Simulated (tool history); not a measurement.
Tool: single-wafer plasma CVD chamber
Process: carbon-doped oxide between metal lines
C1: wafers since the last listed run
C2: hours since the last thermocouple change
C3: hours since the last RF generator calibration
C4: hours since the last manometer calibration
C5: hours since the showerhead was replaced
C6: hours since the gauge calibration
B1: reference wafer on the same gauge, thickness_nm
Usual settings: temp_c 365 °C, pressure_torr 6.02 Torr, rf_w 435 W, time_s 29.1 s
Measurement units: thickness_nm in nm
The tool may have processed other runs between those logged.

run 1 hour=0 | temp_c=365 pressure_torr=6.02 rf_w=435 time_s=29.1 | C1=0 C2=2136 C3=1759.5 C4=236.3 C5=1683.2 C6=576.8 | B1=115.006 | thickness_nm=131.789
run 2 hour=18.1 | temp_c=365 pressure_torr=6.02 rf_w=435 time_s=29.1 | C1=450 C2=2154.1 C3=1777.6 C4=254.4 C5=1701.3 C6=594.9 | B1=115.046 | thickness_nm=132.794
run 3 hour=53.6 | temp_c=365 pressure_torr=6.02 rf_w=435 time_s=29.1 | C1=883 C2=2189.6 C3=1813.1 C4=289.9 C5=1736.8 C6=630.4 | B1=115.026 | thickness_nm=131.585
run 4 hour=107.8 | temp_c=365 pressure_torr=6.02 rf_w=435 time_s=29.1 | C1=1349 C2=2243.8 C3=1867.3 C4=344.1 C5=1791 C6=684.6 | B1=115.055 | thickness_nm=132.45
run 5 hour=123.6 | temp_c=365 pressure_torr=6.02 rf_w=435 time_s=29.1 | C1=393 C2=2259.6 C3=1883.1 C4=359.9 C5=1806.8 C6=700.4 | B1=114.999 | thickness_nm=132.576
run 6 hour=148 | temp_c=365 pressure_torr=6.02 rf_w=435 time_s=29.1 | C1=607 C2=2284 C3=1907.5 C4=384.3 C5=1831.2 C6=724.8 | B1=115.091 | thickness_nm=132.031
run 7 hour=197.6 | temp_c=365 pressure_torr=6.02 rf_w=435 time_s=29.1 | C1=1234 C2=2333.6 C3=1957.1 C4=433.9 C5=1880.8 C6=774.4 | B1=114.959 | thickness_nm=131.002
run 8 hour=226.6 | temp_c=365 pressure_torr=6.46 rf_w=435 time_s=29.1 | C1=722 C2=2362.6 C3=1986.1 C4=462.9 C5=1909.8 C6=803.4 | B1=115.083 | thickness_nm=132.467
run 9 hour=254.7 | temp_c=365 pressure_torr=6.46 rf_w=435 time_s=29.1 | C1=699 C2=2390.7 C3=2014.2 C4=491 C5=1937.9 C6=831.5 | B1=115.212 | thickness_nm=133.255
run 10 hour=283.7 | temp_c=365 pressure_torr=6.02 rf_w=435 time_s=29.1 | C1=722 C2=2419.7 C3=2043.2 C4=520 C5=1966.9 C6=860.5 | B1=114.838 | thickness_nm=133.123
run 11 hour=371.9 | temp_c=365 pressure_torr=6.02 rf_w=435 time_s=29.1 | C1=2196 C2=2507.9 C3=2131.4 C4=608.2 C5=2055.1 C6=948.7 | B1=115.024 | thickness_nm=131.627
-- hour=400.2 thermocouple changed; heater temperature recalibrated
run 12 hour=406 | temp_c=365 pressure_torr=6.02 rf_w=435 time_s=29.1 | C1=649 C2=5.8 C3=2165.5 C4=642.3 C5=2089.2 C6=982.8 | B1=115.053 | thickness_nm=132.739
run 13 hour=507.9 | temp_c=357 pressure_torr=6.02 rf_w=435 time_s=29.1 | C1=2537 C2=107.7 C3=2267.4 C4=744.2 C5=2191.1 C6=1084.7 | B1=114.751 | thickness_nm=133.784
run 14 hour=539.7 | temp_c=378 pressure_torr=6.95 rf_w=375 time_s=24.5 | C1=791 C2=139.5 C3=2299.2 C4=776 C5=2222.9 C6=1116.5 | B1=114.853 | thickness_nm=100.941
-- hour=556.4 RF generator calibrated
run 15 hour=566.6 | temp_c=365 pressure_torr=6.02 rf_w=435 time_s=29.1 | C1=470 C2=166.4 C3=10.2 C4=802.9 C5=2249.8 C6=1143.4 | B1=114.964 | thickness_nm=138.035
run 16 hour=585.9 | temp_c=358 pressure_torr=5.55 rf_w=435 time_s=29.1 | C1=480 C2=185.7 C3=29.5 C4=822.2 C5=2269.1 C6=1162.7 | B1=114.939 | thickness_nm=140.141
-- hour=596.8 gauge calibrated
run 17 hour=611.1 | temp_c=365 pressure_torr=7.52 rf_w=520 time_s=29.1 | C1=627 C2=210.9 C3=54.7 C4=847.4 C5=2294.3 C6=14.3 | B1=115.004 | thickness_nm=154.149
-- hour=661 showerhead replaced
run 18 hour=702.2 | temp_c=365 pressure_torr=6.02 rf_w=435 time_s=29.1 | C1=2069 C2=302 C3=145.8 C4=938.5 C5=41.2 C6=105.4 | B1=115.049 | thickness_nm=137.864
run 19 hour=723.9 | temp_c=365 pressure_torr=6.02 rf_w=435 time_s=29.1 | C1=540 C2=323.7 C3=167.5 C4=960.2 C5=62.9 C6=127.1 | B1=114.858 | thickness_nm=137.222
-- hour=764.6 capacitance manometer re-zeroed and calibrated
run 20 hour=765.1 | temp_c=365 pressure_torr=6.52 rf_w=385 time_s=34.6 | C1=826 C2=364.9 C3=208.7 C4=0.5 C5=104.1 C6=168.3 | B1=115.01 | thickness_nm=152.874
run 21 hour=778 | temp_c=365 pressure_torr=6.02 rf_w=435 time_s=29.1 | C1=321 C2=377.8 C3=221.6 C4=13.4 C5=117 C6=181.2 | B1=115.022 | thickness_nm=137.13
run 22 hour=801.7 | temp_c=365 pressure_torr=6.02 rf_w=435 time_s=29.1 | C1=590 C2=401.5 C3=245.3 C4=37.1 C5=140.7 C6=204.9 | B1=114.988 | thickness_nm=136.573
run 23 hour=815.5 | temp_c=365 pressure_torr=6.02 rf_w=400 time_s=29.1 | C1=343 C2=415.3 C3=259.1 C4=50.9 C5=154.5 C6=218.7 | B1=114.999 | thickness_nm=130.463
run 24 hour=913.4 | temp_c=365 pressure_torr=6.02 rf_w=435 time_s=29.1 | C1=2437 C2=513.2 C3=357 C4=148.8 C5=252.4 C6=316.6 | B1=115.249 | thickness_nm=135.735
run 25 hour=943.8 | temp_c=365 pressure_torr=6.83 rf_w=435 time_s=29.1 | C1=756 C2=543.6 C3=387.4 C4=179.2 C5=282.8 C6=347 | B1=114.901 | thickness_nm=137.922
run 26 hour=978 | temp_c=365 pressure_torr=6.02 rf_w=465 time_s=27.2 | C1=851 C2=577.8 C3=421.6 C4=213.4 C5=317 C6=381.2 | B1=114.984 | thickness_nm=132.053
run 27 hour=998.7 | temp_c=365 pressure_torr=5.37 rf_w=435 time_s=27.1 | C1=515 C2=598.5 C3=442.3 C4=234.1 C5=337.7 C6=401.9 | B1=114.993 | thickness_nm=125.001

Alternative continuations, all from the tool just after run 27; predict every row:
run A hour=999.1 | temp_c=353 pressure_torr=6.02 rf_w=435 time_s=29.1 | C1=9 C2=598.9 C3=442.7 C4=234.5 C5=338.1 C6=402.3 | B1=? | thickness_nm=?
run B hour=999.1 | temp_c=358 pressure_torr=6.02 rf_w=435 time_s=33.8 | C1=9 C2=598.9 C3=442.7 C4=234.5 C5=338.1 C6=402.3 | B1=? | thickness_nm=?
run C hour=999.1 | temp_c=369 pressure_torr=4.83 rf_w=465 time_s=27.6 | C1=9 C2=598.9 C3=442.7 C4=234.5 C5=338.1 C6=402.3 | B1=? | thickness_nm=?
run D hour=999.1 | temp_c=374 pressure_torr=6.02 rf_w=435 time_s=32.7 | C1=9 C2=598.9 C3=442.7 C4=234.5 C5=338.1 C6=402.3 | B1=? | thickness_nm=?
run E hour=999.1 | temp_c=365 pressure_torr=5.28 rf_w=355 time_s=29.1 | C1=9 C2=598.9 C3=442.7 C4=234.5 C5=338.1 C6=402.3 | B1=? | thickness_nm=?

run=A B1=114.881 thickness_nm=138.568
run=B B1=114.881 thickness_nm=158.719
run=C B1=114.881 thickness_nm=127.267
run=D B1=114.881 thickness_nm=148.512
run=E B1=114.881 thickness_nm=118.934
Take away the tool's hidden state, keep each run's random variation, and the runs would have read:
run=A thickness_nm=141.472
run=B thickness_nm=162.045
run=C thickness_nm=129.872
run=D thickness_nm=151.624
run=E thickness_nm=121.526
